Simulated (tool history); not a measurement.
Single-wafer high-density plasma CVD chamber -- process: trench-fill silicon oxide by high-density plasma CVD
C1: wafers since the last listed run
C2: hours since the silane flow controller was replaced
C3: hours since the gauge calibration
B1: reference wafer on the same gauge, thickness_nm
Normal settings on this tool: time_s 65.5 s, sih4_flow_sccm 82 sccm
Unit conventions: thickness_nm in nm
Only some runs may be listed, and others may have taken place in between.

{"run": 1, "hour": 0.0, "time_s": 70.1, "sih4_flow_sccm": 92, "C1": 0, "C2": 2530.9, "C3": 142.6, "B1": 470.032, "thickness_nm": 671.755}
{"run": 2, "hour": 15.6, "time_s": 70.1, "sih4_flow_sccm": 92, "C1": 200, "C2": 2546.5, "C3": 158.2, "B1": 469.866, "thickness_nm": 671.51}
{"run": 3, "hour": 22.4, "time_s": 70.1, "sih4_flow_sccm": 92, "C1": 87, "C2": 2553.3, "C3": 165, "B1": 469.826, "thickness_nm": 673.298}
{"run": 4, "hour": 30.2, "time_s": 65.5, "sih4_flow_sccm": 95, "C1": 100, "C2": 2561.1, "C3": 172.8, "B1": 469.966, "thickness_nm": 648.482}
{"run": 5, "hour": 47.3, "time_s": 65.5, "sih4_flow_sccm": 95, "C1": 219, "C2": 2578.2, "C3": 189.9, "B1": 469.802, "thickness_nm": 647.963}
{"run": 6, "hour": 60.7, "time_s": 65.5, "sih4_flow_sccm": 82, "C1": 172, "C2": 2591.6, "C3": 203.3, "B1": 470.012, "thickness_nm": 559.302}
{"run": 7, "hour": 68.4, "time_s": 65.5, "sih4_flow_sccm": 82, "C1": 99, "C2": 2599.3, "C3": 211, "B1": 470.129, "thickness_nm": 560.126}
{"run": 8, "hour": 76.8, "time_s": 65.5, "sih4_flow_sccm": 82, "C1": 108, "C2": 2607.7, "C3": 219.4, "B1": 469.938, "thickness_nm": 558.93}
{"run": 9, "hour": 85.4, "time_s": 65.5, "sih4_flow_sccm": 82, "C1": 110, "C2": 2616.3, "C3": 228, "B1": 470.072, "thickness_nm": 560.45}
{"run": 10, "hour": 91.9, "time_s": 65.5, "sih4_flow_sccm": 82, "C1": 83, "C2": 2622.8, "C3": 234.5, "B1": 469.759, "thickness_nm": 560.72}
{"run": 11, "hour": 99.3, "time_s": 65.5, "sih4_flow_sccm": 82, "C1": 95, "C2": 2630.2, "C3": 241.9, "B1": 469.6, "thickness_nm": 560.874}
{"run": 12, "hour": 116.0, "time_s": 65.5, "sih4_flow_sccm": 76, "C1": 214, "C2": 2646.9, "C3": 258.6, "B1": 470.151, "thickness_nm": 518.757}
{"run": 13, "hour": 130.5, "time_s": 65.5, "sih4_flow_sccm": 82, "C1": 186, "C2": 2661.4, "C3": 273.1, "B1": 469.937, "thickness_nm": 560.147}
{"run": 14, "hour": 140.1, "time_s": 65.5, "sih4_flow_sccm": 82, "C1": 123, "C2": 2671, "C3": 282.7, "B1": 469.996, "thickness_nm": 559.615}
{"run": 15, "hour": 148.9, "time_s": 65.5, "sih4_flow_sccm": 82, "C1": 113, "C2": 2679.8, "C3": 291.5, "B1": 470.01, "thickness_nm": 560.762}
{"hour": 149.7, "done": "gauge calibrated"}
{"run": 16, "hour": 155.4, "time_s": 65.5, "sih4_flow_sccm": 82, "C1": 83, "C2": 2686.3, "C3": 5.7, "B1": 470.055, "thickness_nm": 560.847}
{"run": 17, "hour": 163.6, "time_s": 53.8, "sih4_flow_sccm": 82, "C1": 105, "C2": 2694.5, "C3": 13.9, "B1": 469.92, "thickness_nm": 461.286}
{"run": 18, "hour": 181.1, "time_s": 54.1, "sih4_flow_sccm": 82, "C1": 225, "C2": 2712, "C3": 31.4, "B1": 469.953, "thickness_nm": 463.506}
{"run": 19, "hour": 197.9, "time_s": 56.6, "sih4_flow_sccm": 67, "C1": 216, "C2": 2728.8, "C3": 48.2, "B1": 469.961, "thickness_nm": 395.259}
{"run": 20, "hour": 209.2, "time_s": 54.1, "sih4_flow_sccm": 82, "C1": 145, "C2": 2740.1, "C3": 59.5, "B1": 469.793, "thickness_nm": 462.82}
{"run": 21, "hour": 224.7, "time_s": 56.6, "sih4_flow_sccm": 67, "C1": 199, "C2": 2755.6, "C3": 75, "B1": 470.004, "thickness_nm": 395.047}
{"run": 22, "hour": 235.6, "time_s": 65.5, "sih4_flow_sccm": 82, "C1": 140, "C2": 2766.5, "C3": 85.9, "B1": 469.728, "thickness_nm": 561.278}
{"hour": 253.4, "done": "silane flow controller replaced"}
{"run": 23, "hour": 253.9, "time_s": 55.9, "sih4_flow_sccm": 82, "C1": 132, "C2": 0.5, "C3": 104.2, "B1": 470.13, "thickness_nm": 453.153}
{"run": 24, "hour": 260.7, "time_s": 65.5, "sih4_flow_sccm": 82, "C1": 87, "C2": 7.3, "C3": 111, "B1": 470.195, "thickness_nm": 531.668}
{"run": 25, "hour": 270.0, "time_s": 61.3, "sih4_flow_sccm": 82, "C1": 119, "C2": 16.6, "C3": 120.3, "B1": 469.857, "thickness_nm": 497.613}
{"run": 26, "hour": 285.4, "time_s": 77.1, "sih4_flow_sccm": 66, "C1": 198, "C2": 32, "C3": 135.7, "B1": 470.078, "thickness_nm": 504.637}
{"run": 27, "hour": 294.5, "time_s": 65.5, "sih4_flow_sccm": 82, "C1": 117, "C2": 41.1, "C3": 144.8, "B1": 470.155, "thickness_nm": 531.805}
{"run": 28, "hour": 303.0, "time_s": 58, "sih4_flow_sccm": 91, "C1": 109, "C2": 49.6, "C3": 153.3, "B1": 469.868, "thickness_nm": 524.096}
{"run": 29, "hour": 318.2, "time_s": 65.5, "sih4_flow_sccm": 98, "C1": 195, "C2": 64.8, "C3": 168.5, "B1": 469.753, "thickness_nm": 639.094}
{"run": 30, "hour": 325.8, "time_s": 59, "sih4_flow_sccm": 78, "C1": 97, "C2": 72.4, "C3": 176.1, "B1": 470.181, "thickness_nm": 457.887}
{"run": 31, "hour": 334.4, "time_s": 70.4, "sih4_flow_sccm": 82, "C1": 110, "C2": 81, "C3": 184.7, "B1": 469.999, "thickness_nm": 575.406}
{"run": 32, "hour": 342.2, "time_s": 57.3, "sih4_flow_sccm": 69, "C1": 100, "C2": 88.8, "C3": 192.5, "B1": 469.986, "thickness_nm": 393.186}

Predict each of these 5 candidate next runs independently; none follows another, all start after run 32:
{"run": "A", "hour": 342.6, "time_s": 65.5, "sih4_flow_sccm": 93, "C1": 5, "C2": 89.2, "C3": 192.9, "B1": "?", "thickness_nm": "?"}
{"run": "B", "hour": 342.6, "time_s": 53.7, "sih4_flow_sccm": 71, "C1": 5, "C2": 89.2, "C3": 192.9, "B1": "?", "thickness_nm": "?"}
{"run": "C", "hour": 342.6, "time_s": 61.1, "sih4_flow_sccm": 73, "C1": 5, "C2": 89.2, "C3": 192.9, "B1": "?", "thickness_nm": "?"}
{"run": "D", "hour": 342.6, "time_s": 65.5, "sih4_flow_sccm": 89, "C1": 5, "C2": 89.2, "C3": 192.9, "B1": "?", "thickness_nm": "?"}
{"run": "E", "hour": 342.6, "time_s": 57.4, "sih4_flow_sccm": 88, "C1": 5, "C2": 89.2, "C3": 192.9, "B1": "?", "thickness_nm": "?"}

run=A B1=470.044 thickness_nm=606.337
run=B B1=470.044 thickness_nm=379.51
run=C B1=470.044 thickness_nm=443.971
run=D B1=470.044 thickness_nm=580.258
run=E B1=470.044 thickness_nm=502.788
Take away the tool's hidden state, keep each run's random variation, and the runs would have read:
run=A thickness_nm=604.691
run=B thickness_nm=378.479
run=C thickness_nm=442.765
run=D thickness_nm=578.683
run=E thickness_nm=501.423

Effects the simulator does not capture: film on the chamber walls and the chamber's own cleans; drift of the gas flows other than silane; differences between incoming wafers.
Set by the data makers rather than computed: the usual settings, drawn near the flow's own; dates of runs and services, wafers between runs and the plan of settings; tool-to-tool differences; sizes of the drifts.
